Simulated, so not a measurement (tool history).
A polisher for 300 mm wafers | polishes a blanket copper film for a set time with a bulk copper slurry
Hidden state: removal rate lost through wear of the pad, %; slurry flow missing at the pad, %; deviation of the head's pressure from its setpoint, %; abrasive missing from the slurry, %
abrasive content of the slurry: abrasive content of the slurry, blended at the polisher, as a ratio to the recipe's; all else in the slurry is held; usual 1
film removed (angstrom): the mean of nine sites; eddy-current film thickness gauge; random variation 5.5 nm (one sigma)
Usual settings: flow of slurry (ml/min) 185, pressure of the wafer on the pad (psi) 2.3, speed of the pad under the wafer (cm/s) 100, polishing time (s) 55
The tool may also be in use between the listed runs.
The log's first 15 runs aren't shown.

run	day	flow of slurry (ml/min)	pressure of the wafer on the pad (psi)	speed of the pad under the wafer (cm/s)	abrasive content of the slurry	polishing time (s)	wafers since the last listed run	wafers polished on this pad	hours since the slurry nozzle was cleaned	hours since the head pressure was calibrated	hours since the slurry blender was calibrated	incoming thickness of the incoming film, nm	film removed (angstrom)
16	59.242	205	3.1	86	1	42	578	2687	454.1	490.7	465.8	4123.7	3445
17	61.15	185	1.7	100	1	55	268	2955	499.9	536.5	511.6	4125.9	3321
18	63.962	185	2.3	100	0.75	55	395	3350	567.4	604	579.1	4078	4024
# day 65.338: worn pad replaced by a new one
19	67.108	250	2.3	100	1.25	55	418	248	642.9	679.5	654.6	4025.5	4355
# day 67.392: slurry nozzle cleaned
# day 70.304: head pressure recalibrated
# day 70.375: slurry blender recalibrated
20	71.571	185	1.9	70	1	55	598	847	100.3	30.4	28.7	4092.5	2536
21	74.5	210	3.1	100	1.25	69	411	1259	170.6	100.7	99	4083.3	6841
22	78.425	185	2.9	100	1	42	551	1810	264.8	194.9	193.2	4005.5	3765
23	82.208	250	2.3	100	1.25	55	531	2341	355.6	285.7	284	4102.1	4563
24	84.154	205	2.3	100	1	44	273	2615	402.3	332.4	330.7	4031.4	3359
25	85.875	235	2.3	126	0.9	66	241	2856	443.6	373.7	372	4029.1	6343
26	89.458	185	2.3	72	1	55	503	3360	529.6	459.7	458	4046	3032
27	91.471	240	2.3	100	1	55	282	3642	577.9	508	506.3	4020.6	4251
# day 92.95: slurry nozzle cleaned
28	94.654	185	2.3	100	1	55	441	4084	40.9	584.4	582.7	4023.3	4072
# day 96.454: slurry blender recalibrated
# day 96.617: worn pad replaced by a new one
29	98.183	185	1.8	90	1	55	461	220	125.6	669.1	41.5	3976.4	3111
30	100.142	185	2.9	112	1	55	275	495	172.6	716.1	88.5	4066	5520

Forecast each of these 4 alternatives for the next run:
A	100.158	185	2.3	88	1	55	2	497	173	716.5	88.9	4039.8	?
B	100.158	185	2.3	100	0.7	46	2	497	173	716.5	88.9	4039.8	?
C	100.158	245	2.3	122	0.85	55	2	497	173	716.5	88.9	4039.8	?
D	100.158	185	2.3	100	1	38	2	497	173	716.5	88.9	4039.8	?

run	film removed (angstrom)
A	3628
B	3277
C	5098
D	2848
Without the tool's hidden state the same runs would have given:
run	film removed (angstrom)
A	3628
B	3277
C	5098
D	2848
